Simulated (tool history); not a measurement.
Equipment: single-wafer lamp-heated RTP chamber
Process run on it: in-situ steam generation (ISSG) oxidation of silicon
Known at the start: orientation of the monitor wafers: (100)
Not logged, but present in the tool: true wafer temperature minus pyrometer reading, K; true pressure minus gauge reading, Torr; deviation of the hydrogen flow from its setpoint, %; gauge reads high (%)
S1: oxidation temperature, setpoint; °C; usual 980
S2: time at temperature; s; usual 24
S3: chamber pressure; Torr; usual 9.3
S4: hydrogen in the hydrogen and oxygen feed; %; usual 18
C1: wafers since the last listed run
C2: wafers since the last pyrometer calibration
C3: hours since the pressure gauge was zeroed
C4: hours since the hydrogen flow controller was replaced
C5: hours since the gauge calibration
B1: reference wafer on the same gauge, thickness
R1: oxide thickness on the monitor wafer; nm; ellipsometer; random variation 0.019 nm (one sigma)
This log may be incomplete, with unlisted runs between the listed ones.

run     day   S1  S2    S3  S4   C1    C2      C3      C4     C5     B1     R1
  1       0  980  24   9.3  18    0  4384  1227.1  5368.5  259.1  4.017  4.844
  2   0.779  980  24   9.3  18  303  4687  1245.8  5387.2  277.8   4.02  4.866
  3   2.004  980  24   9.3  18  477  5164  1275.2  5416.6  307.2  4.018  4.897
  4   2.975  980  24   9.3  13  378  5542  1298.5  5439.9  330.5  4.019  4.575
  5   4.396  980  24   9.3  13  553  6096  1332.6    5474  364.6  4.009  4.603
  6   5.429  980  24   9.3  13  402  6498  1357.4  5498.8  389.4  4.019  4.556
  7   6.662  980  24   9.3  18  480  6978    1387  5528.4    419  4.015  4.891
  8   7.554  980  24   9.3  18  347  7326  1408.4  5549.8  440.4  4.019  4.879
      8.179  -- hydrogen flow controller replaced
      8.608  -- pressure gauge zeroed
  9   8.629  980  24   9.3  18  159  7485     0.5    10.8  466.2  4.018  4.869
 10   9.158  980  24   9.3  18  206  7691    13.2    23.5  478.9  4.014  4.907
 11   9.742  980  24   9.3  18  227  7918    27.2    37.5  492.9  4.016  4.886
     10.604  -- pyrometer window cleaned and pyrometer calibrated
 12  10.625  980  24   9.3  18  214     8    48.4    58.7  514.1  4.014   4.98
 13   11.15  980  24   9.3  18  204   212      61    71.3  526.7  4.021  4.944
 14  12.238  980  24  10.2  25  423   636    87.1    97.4  552.8  4.023  5.253
 15  13.267  980  20   9.3  18  400  1036   111.8   122.1  577.5   4.03   4.58
 16   13.95  980  27   9.8  18  266  1303   128.2   138.5  593.9  4.018   5.29
 17  14.712  986  28  10.2  18  296  1600   146.5   156.8  612.2  4.019  5.443
 18  15.554  999  29  10.2  14  327  1927   166.7     177  632.4  4.016  5.633
 19  16.638  980  24   9.3  18  421  2349   192.7     203  658.4  4.025  5.023
 20  17.229  980  21   8.3  18  230  2580   206.9   217.2  672.6  4.015  4.744
     17.304  -- gauge calibrated
 21  18.133  993  33   8.6  13  352  2932   228.6   238.9   19.9   4.02  5.877
     19.075  -- pyrometer window cleaned and pyrometer calibrated, repeated, since the last time left the tool worse
 22  19.096  974  24  10.2  18  245     8   251.7     262     43  4.024  4.634
 23  19.492  980  24   9.3  18  154   162   261.2   271.5   52.5   4.02  4.844
 24  20.554  997  19   9.3  26  413   576   286.7     297     78  4.023  5.027
 25  21.912  980  14   9.3  18  529  1105   319.3   329.6  110.6  4.021  3.805
 26   23.05  980  32   9.3  18  443  1548   346.6   356.9  137.9  4.023  5.589
 27  23.738  980  24   9.3  18  267  1816   363.1   373.4  154.4  4.023  4.833
 28  24.825  998  18  10.2  12  423  2240   389.2   399.5  180.5  4.024   4.12
 29  25.992  999  24   9.3  18  454  2694   417.2   427.5  208.5  4.013  5.249

Expected results for the next run?
 30  27.179  980  24  9.3  18  462  3156  445.7  456  237   ?   ?

{"run 30": {"B1": 4.013, "R1": 4.89}}
If the tool had no hidden condition, the same run with the same run-to-run variation would have returned R1 4.814 nm.

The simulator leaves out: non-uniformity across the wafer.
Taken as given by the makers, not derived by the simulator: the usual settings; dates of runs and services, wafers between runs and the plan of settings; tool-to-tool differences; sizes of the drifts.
